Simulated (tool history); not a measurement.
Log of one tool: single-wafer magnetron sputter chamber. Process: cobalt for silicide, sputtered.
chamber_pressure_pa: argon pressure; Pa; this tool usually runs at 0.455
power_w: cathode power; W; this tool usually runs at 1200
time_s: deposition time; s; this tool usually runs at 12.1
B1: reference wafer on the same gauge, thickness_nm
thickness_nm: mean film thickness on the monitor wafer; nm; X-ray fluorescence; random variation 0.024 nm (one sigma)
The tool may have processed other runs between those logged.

run 1 hour=0.0 | chamber_pressure_pa=0.455 power_w=1200 time_s=12.1 | B1=6.860 | thickness_nm=7.683
run 2 hour=106.3 | chamber_pressure_pa=0.455 power_w=1200 time_s=12.1 | B1=6.857 | thickness_nm=7.642
run 3 hour=180.6 | chamber_pressure_pa=0.455 power_w=1200 time_s=12.1 | B1=6.858 | thickness_nm=7.594
run 4 hour=276.5 | chamber_pressure_pa=0.455 power_w=1200 time_s=12.1 | B1=6.857 | thickness_nm=7.550
run 5 hour=383.6 | chamber_pressure_pa=0.455 power_w=1200 time_s=14.0 | B1=6.859 | thickness_nm=8.687
run 6 hour=429.1 | chamber_pressure_pa=0.455 power_w=1200 time_s=14.0 | B1=6.862 | thickness_nm=8.635
-- hour=437.5 sputter target and shields replaced
run 7 hour=518.9 | chamber_pressure_pa=0.455 power_w=1200 time_s=12.1 | B1=6.859 | thickness_nm=7.627
run 8 hour=583.1 | chamber_pressure_pa=0.455 power_w=1200 time_s=12.1 | B1=6.858 | thickness_nm=7.615
run 9 hour=690.3 | chamber_pressure_pa=0.455 power_w=1200 time_s=12.1 | B1=6.856 | thickness_nm=7.634
run 10 hour=793.0 | chamber_pressure_pa=0.595 power_w=1250 time_s=12.1 | B1=6.864 | thickness_nm=7.347
-- hour=850.6 gauge calibrated
run 11 hour=880.5 | chamber_pressure_pa=0.595 power_w=1250 time_s=12.1 | B1=6.856 | thickness_nm=7.324
run 12 hour=987.2 | chamber_pressure_pa=0.595 power_w=1250 time_s=12.1 | B1=6.857 | thickness_nm=7.217
-- hour=1172.5 sputter target and shields replaced
run 13 hour=1175.8 | chamber_pressure_pa=0.455 power_w=1200 time_s=12.1 | B1=6.864 | thickness_nm=7.685
run 14 hour=1267.8 | chamber_pressure_pa=0.455 power_w=1200 time_s=12.1 | B1=6.860 | thickness_nm=7.708
run 15 hour=1314.1 | chamber_pressure_pa=0.455 power_w=1200 time_s=10.7 | B1=6.857 | thickness_nm=6.773
run 16 hour=1367.6 | chamber_pressure_pa=0.455 power_w=1200 time_s=10.7 | B1=6.864 | thickness_nm=6.813
run 17 hour=1454.8 | chamber_pressure_pa=0.358 power_w=1200 time_s=12.1 | B1=6.861 | thickness_nm=8.047
run 18 hour=1552.0 | chamber_pressure_pa=0.546 power_w=1050 time_s=12.1 | B1=6.857 | thickness_nm=6.348
run 19 hour=1637.0 | chamber_pressure_pa=0.455 power_w=950 time_s=13.9 | B1=6.857 | thickness_nm=6.910
run 20 hour=1715.7 | chamber_pressure_pa=0.455 power_w=1050 time_s=14.5 | B1=6.858 | thickness_nm=7.872
run 21 hour=1759.0 | chamber_pressure_pa=0.380 power_w=1300 time_s=11.1 | B1=6.856 | thickness_nm=7.775
run 22 hour=1855.8 | chamber_pressure_pa=0.455 power_w=1200 time_s=12.1 | B1=6.859 | thickness_nm=7.403
-- hour=1872.0 sputter target and shields replaced
run 23 hour=1960.8 | chamber_pressure_pa=0.408 power_w=1100 time_s=12.1 | B1=6.857 | thickness_nm=7.217
run 24 hour=2018.3 | chamber_pressure_pa=0.455 power_w=1200 time_s=13.9 | B1=6.860 | thickness_nm=8.821
run 25 hour=2117.2 | chamber_pressure_pa=0.455 power_w=1000 time_s=14.3 | B1=6.857 | thickness_nm=7.604
run 26 hour=2197.7 | chamber_pressure_pa=0.603 power_w=1450 time_s=10.7 | B1=6.860 | thickness_nm=7.536
-- hour=2236.1 capacitance manometer re-zeroed and calibrated
-- hour=2247.9 magnet pack replaced
run 27 hour=2248.4 | chamber_pressure_pa=0.455 power_w=1200 time_s=12.1 | B1=6.852 | thickness_nm=7.641
run 28 hour=2302.5 | chamber_pressure_pa=0.349 power_w=950 time_s=13.3 | B1=6.852 | thickness_nm=6.992
-- hour=2357.6 gauge calibrated
run 29 hour=2368.3 | chamber_pressure_pa=0.455 power_w=1200 time_s=10.4 | B1=6.867 | thickness_nm=6.461
run 30 hour=2444.8 | chamber_pressure_pa=0.455 power_w=1200 time_s=12.1 | B1=6.861 | thickness_nm=7.456
-- hour=2533.4 sputter target and shields replaced
run 31 hour=2613.0 | chamber_pressure_pa=0.291 power_w=950 time_s=12.1 | B1=6.862 | thickness_nm=6.677
run 32 hour=2664.8 | chamber_pressure_pa=0.352 power_w=1200 time_s=12.1 | B1=6.864 | thickness_nm=8.124
run 33 hour=2751.7 | chamber_pressure_pa=0.455 power_w=1200 time_s=12.1 | B1=6.862 | thickness_nm=7.656
run 34 hour=2838.0 | chamber_pressure_pa=0.455 power_w=1200 time_s=12.1 | B1=6.856 | thickness_nm=7.606
run 35 hour=2905.5 | chamber_pressure_pa=0.580 power_w=1350 time_s=9.7 | B1=6.864 | thickness_nm=6.406
run 36 hour=2946.1 | chamber_pressure_pa=0.540 power_w=950 time_s=13.9 | B1=6.862 | thickness_nm=6.629

What was the tool's hidden state at every run in the log?
true argon pressure above the setpoint (%): 0 in every run
gauge reads high (%): 0 in every run
H1: deposition rate above that of a new target (%)
run=1 H1=-0.359
run=2 H1=-0.773
run=3 H1=-1.17
run=4 H1=-1.82
run=5 H1=-2.71
run=6 H1=-3.15
run=7 H1=-0.543
run=8 H1=-0.661
run=9 H1=-1.01
run=10 H1=-1.51
run=11 H1=-2.07
run=12 H1=-2.93
run=13 H1=-0.169
run=14 H1=-0.242
run=15 H1=-0.33
run=16 H1=-0.476
run=17 H1=-0.812
run=18 H1=-1.33
run=19 H1=-1.91
run=20 H1=-2.55
run=21 H1=-2.94
run=22 H1=-3.94
run=23 H1=-0.334
run=24 H1=-0.443
run=25 H1=-0.755
run=26 H1=-1.13
run=27 H1=-1.41
run=28 H1=-1.77
run=29 H1=-2.26
run=30 H1=-2.92
run=31 H1=-0.368
run=32 H1=-0.456
run=33 H1=-0.702
run=34 H1=-1.07
run=35 H1=-1.43
run=36 H1=-1.69
